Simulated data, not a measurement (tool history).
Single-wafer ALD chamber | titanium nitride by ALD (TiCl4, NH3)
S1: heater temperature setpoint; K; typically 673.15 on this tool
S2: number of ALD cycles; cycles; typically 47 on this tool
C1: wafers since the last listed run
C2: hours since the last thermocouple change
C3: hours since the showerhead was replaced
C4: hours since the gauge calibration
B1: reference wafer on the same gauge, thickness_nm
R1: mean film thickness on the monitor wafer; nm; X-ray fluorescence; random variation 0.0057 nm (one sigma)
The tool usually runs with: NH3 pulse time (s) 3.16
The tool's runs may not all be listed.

run 1 hour=0.0 | S1=673.15 S2=47 NH3_pulse_time_(s)=3.16 | C1=0 C2=265.7 C3=4649.3 C4=2043.5 | B1=1.183 | R1=1.149
run 2 hour=76.0 | S1=673.15 S2=47 NH3_pulse_time_(s)=3.16 | C1=197 C2=341.7 C3=4725.3 C4=2119.5 | B1=1.183 | R1=1.137
run 3 hour=118.2 | S1=664.15 S2=47 NH3_pulse_time_(s)=3.16 | C1=109 C2=383.9 C3=4767.5 C4=2161.7 | B1=1.184 | R1=1.152
run 4 hour=306.9 | S1=673.15 S2=47 NH3_pulse_time_(s)=3.16 | C1=491 C2=572.6 C3=4956.2 C4=2350.4 | B1=1.183 | R1=1.149
run 5 hour=404.7 | S1=673.15 S2=47 NH3_pulse_time_(s)=3.16 | C1=254 C2=670.4 C3=5054.0 C4=2448.2 | B1=1.185 | R1=1.156
run 6 hour=489.8 | S1=673.15 S2=47 NH3_pulse_time_(s)=3.16 | C1=221 C2=755.5 C3=5139.1 C4=2533.3 | B1=1.184 | R1=1.153
run 7 hour=597.2 | S1=673.15 S2=47 NH3_pulse_time_(s)=3.16 | C1=279 C2=862.9 C3=5246.5 C4=2640.7 | B1=1.185 | R1=1.153
run 8 hour=637.6 | S1=673.15 S2=47 NH3_pulse_time_(s)=3.16 | C1=105 C2=903.3 C3=5286.9 C4=2681.1 | B1=1.187 | R1=1.157
run 9 hour=674.7 | S1=673.15 S2=47 NH3_pulse_time_(s)=3.16 | C1=96 C2=940.4 C3=5324.0 C4=2718.2 | B1=1.187 | R1=1.151
run 10 hour=716.7 | S1=685.15 S2=47 NH3_pulse_time_(s)=3.16 | C1=109 C2=982.4 C3=5366.0 C4=2760.2 | B1=1.187 | R1=1.143
run 11 hour=752.8 | S1=685.15 S2=47 NH3_pulse_time_(s)=3.16 | C1=93 C2=1018.5 C3=5402.1 C4=2796.3 | B1=1.188 | R1=1.151
run 12 hour=826.6 | S1=673.15 S2=47 NH3_pulse_time_(s)=3.16 | C1=192 C2=1092.3 C3=5475.9 C4=2870.1 | B1=1.188 | R1=1.150
run 13 hour=915.2 | S1=673.15 S2=47 NH3_pulse_time_(s)=3.16 | C1=230 C2=1180.9 C3=5564.5 C4=2958.7 | B1=1.187 | R1=1.152
run 14 hour=967.6 | S1=673.15 S2=47 NH3_pulse_time_(s)=3.16 | C1=136 C2=1233.3 C3=5616.9 C4=3011.1 | B1=1.187 | R1=1.154
run 15 hour=1015.8 | S1=677.15 S2=47 NH3_pulse_time_(s)=3.16 | C1=125 C2=1281.5 C3=5665.1 C4=3059.3 | B1=1.187 | R1=1.150
run 16 hour=1213.2 | S1=677.15 S2=47 NH3_pulse_time_(s)=3.16 | C1=513 C2=1478.9 C3=5862.5 C4=3256.7 | B1=1.189 | R1=1.164
run 17 hour=1295.4 | S1=673.15 S2=47 NH3_pulse_time_(s)=3.16 | C1=213 C2=1561.1 C3=5944.7 C4=3338.9 | B1=1.189 | R1=1.163
run 18 hour=1347.7 | S1=673.15 S2=47 NH3_pulse_time_(s)=3.16 | C1=136 C2=1613.4 C3=5997.0 C4=3391.2 | B1=1.190 | R1=1.155
run 19 hour=1400.3 | S1=673.15 S2=39 NH3_pulse_time_(s)=4.42 | C1=136 C2=1666.0 C3=6049.6 C4=3443.8 | B1=1.190 | R1=0.962
run 20 hour=1482.2 | S1=669.15 S2=42 NH3_pulse_time_(s)=3.50 | C1=213 C2=1747.9 C3=6131.5 C4=3525.7 | B1=1.189 | R1=1.035
run 21 hour=1549.8 | S1=673.15 S2=47 NH3_pulse_time_(s)=3.16 | C1=175 C2=1815.5 C3=6199.1 C4=3593.3 | B1=1.192 | R1=1.152
-- hour=1613.8 gauge calibrated
-- hour=1622.3 thermocouple changed; heater temperature recalibrated
run 22 hour=1703.1 | S1=673.15 S2=44 NH3_pulse_time_(s)=4.10 | C1=378 C2=80.8 C3=6352.4 C4=89.3 | B1=1.137 | R1=1.052
run 23 hour=1791.0 | S1=677.15 S2=47 NH3_pulse_time_(s)=3.16 | C1=228 C2=168.7 C3=6440.3 C4=177.2 | B1=1.140 | R1=1.103
run 24 hour=1883.8 | S1=673.15 S2=47 NH3_pulse_time_(s)=3.16 | C1=241 C2=261.5 C3=6533.1 C4=270.0 | B1=1.146 | R1=1.119
run 25 hour=1977.7 | S1=673.15 S2=50 NH3_pulse_time_(s)=3.16 | C1=244 C2=355.4 C3=6627.0 C4=363.9 | B1=1.149 | R1=1.186
run 26 hour=2016.1 | S1=673.15 S2=47 NH3_pulse_time_(s)=3.16 | C1=99 C2=393.8 C3=6665.4 C4=402.3 | B1=1.153 | R1=1.115
run 27 hour=2085.2 | S1=673.15 S2=47 NH3_pulse_time_(s)=3.16 | C1=179 C2=462.9 C3=6734.5 C4=471.4 | B1=1.152 | R1=1.125
run 28 hour=2143.2 | S1=673.15 S2=47 NH3_pulse_time_(s)=3.16 | C1=150 C2=520.9 C3=6792.5 C4=529.4 | B1=1.156 | R1=1.118
run 29 hour=2226.6 | S1=680.15 S2=55 NH3_pulse_time_(s)=3.64 | C1=217 C2=604.3 C3=6875.9 C4=612.8 | B1=1.157 | R1=1.328
-- hour=2239.3 showerhead replaced
run 30 hour=2280.3 | S1=669.15 S2=52 NH3_pulse_time_(s)=3.16 | C1=118 C2=658.0 C3=41.0 C4=666.5 | B1=1.158 | R1=1.240
run 31 hour=2426.1 | S1=673.15 S2=47 NH3_pulse_time_(s)=3.16 | C1=379 C2=803.8 C3=186.8 C4=812.3 | B1=1.162 | R1=1.120
run 32 hour=2518.9 | S1=673.15 S2=47 NH3_pulse_time_(s)=3.16 | C1=241 C2=896.6 C3=279.6 C4=905.1 | B1=1.163 | R1=1.121
run 33 hour=2572.9 | S1=688.15 S2=49 NH3_pulse_time_(s)=3.16 | C1=140 C2=950.6 C3=333.6 C4=959.1 | B1=1.165 | R1=1.179
run 34 hour=2671.8 | S1=673.15 S2=47 NH3_pulse_time_(s)=3.16 | C1=257 C2=1049.5 C3=432.5 C4=1058.0 | B1=1.168 | R1=1.133
run 35 hour=2775.2 | S1=673.15 S2=54 NH3_pulse_time_(s)=2.04 | C1=269 C2=1152.9 C3=535.9 C4=1161.4 | B1=1.169 | R1=1.291
run 36 hour=2874.4 | S1=659.15 S2=47 NH3_pulse_time_(s)=3.16 | C1=258 C2=1252.1 C3=635.1 C4=1260.6 | B1=1.169 | R1=1.125
run 37 hour=2976.0 | S1=665.15 S2=47 NH3_pulse_time_(s)=2.01 | C1=264 C2=1353.7 C3=736.7 C4=1362.2 | B1=1.172 | R1=1.114
run 38 hour=3038.5 | S1=666.15 S2=54 NH3_pulse_time_(s)=3.16 | C1=162 C2=1416.2 C3=799.2 C4=1424.7 | B1=1.175 | R1=1.303
run 39 hour=3082.0 | S1=686.15 S2=40 NH3_pulse_time_(s)=1.91 | C1=113 C2=1459.7 C3=842.7 C4=1468.2 | B1=1.174 | R1=0.965

How would selected steps in R1 from run to run divide? Give the signed amount a tool lacking its hidden state would still show from settings, what came in and random variation, and the signed amount left for the hidden state, including any gauge scatter that is not in both of the compared results.
The hidden state here: wafer temperature above the value expected at the setpoint (K); gauge reads high (%).
Run 18 -> 19: S2 47 -> 39, NH3 pulse time (s) 3.16 -> 4.42. R1 -0.193 nm: hidden state -0.008, all else -0.185.
Run 21 -> 22: S2 47 -> 44, NH3 pulse time (s) 3.16 -> 4.10, gauge calibrated, thermocouple changed; heater temperature recalibrated. R1 -0.100 nm: hidden state -0.049, all else -0.051.
Run 28 -> 29: S1 673.15 -> 680.15, S2 47 -> 55, NH3 pulse time (s) 3.16 -> 3.64. R1 +0.210 nm: hidden state +0.006, all else +0.204.
Run 38 -> 39: S1 666.15 -> 686.15, S2 54 -> 40, NH3 pulse time (s) 3.16 -> 1.91. R1 -0.338 nm: hidden state -0.009, all else -0.329.
